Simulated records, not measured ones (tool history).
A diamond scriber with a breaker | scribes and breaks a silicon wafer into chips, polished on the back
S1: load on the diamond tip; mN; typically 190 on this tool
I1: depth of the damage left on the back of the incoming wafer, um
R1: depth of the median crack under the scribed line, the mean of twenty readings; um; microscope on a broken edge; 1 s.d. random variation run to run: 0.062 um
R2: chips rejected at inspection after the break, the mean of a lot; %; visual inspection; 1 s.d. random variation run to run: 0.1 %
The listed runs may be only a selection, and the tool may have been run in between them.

run 1 hour=0.0 | S1=177 | I1=0.02 | R1=8.53 R2=11.90
run 2 hour=11.5 | S1=218 | I1=0.03 | R1=9.82 R2=5.99
run 3 hour=31.6 | S1=218 | I1=0.01 | R1=9.68 R2=5.79
run 4 hour=42.3 | S1=218 | I1=0.04 | R1=9.78 R2=5.85
run 5 hour=49.0 | S1=157 | I1=0.03 | R1=7.72 R2=20.86
run 6 hour=57.8 | S1=190 | I1=0.03 | R1=8.76 R2=12.50
run 7 hour=74.8 | S1=190 | I1=0.03 | R1=8.71 R2=11.48
-- hour=77.9 load on the tip recalibrated
run 8 hour=81.8 | S1=190 | I1=0.05 | R1=9.70 R2=4.89
run 9 hour=96.8 | S1=210 | I1=0.04 | R1=10.30 R2=4.09
run 10 hour=111.0 | S1=165 | I1=0.05 | R1=8.61 R2=11.86
run 11 hour=120.3 | S1=211 | I1=0.04 | R1=10.10 R2=3.88
-- hour=135.0 diamond tip replaced by a new one
run 12 hour=161.8 | S1=190 | I1=0.03 | R1=11.41 R2=1.58
run 13 hour=173.2 | S1=190 | I1=0.03 | R1=11.45 R2=1.70
run 14 hour=180.1 | S1=238 | I1=0.02 | R1=13.30 R2=2.28
run 15 hour=188.1 | S1=143 | I1=0.02 | R1=9.29 R2=7.84
run 16 hour=202.7 | S1=220 | I1=0.03 | R1=12.37 R2=1.41
run 17 hour=211.5 | S1=222 | I1=0.04 | R1=12.39 R2=1.41

A few steps of R1 between consecutive runs. Split each: what settings, incoming material and random variation would produce without the hidden state, and what is left over for the hidden state, along with gauge scatter present in only one of the two compared results (measured, and without hidden state):
Unlogged tool condition in this case: share of the diamond tip's cutting effectiveness lost through wear, %; deviation of the load on the tip from its setpoint, %.
Run 11 -> 12: S1 211 -> 190, diamond tip replaced by a new one. R1 +1.31 um: hidden state +2.10, all else -0.79.
Run 14 -> 15: S1 238 -> 143. R1 -4.01 um: hidden state +0.22, all else -4.23.
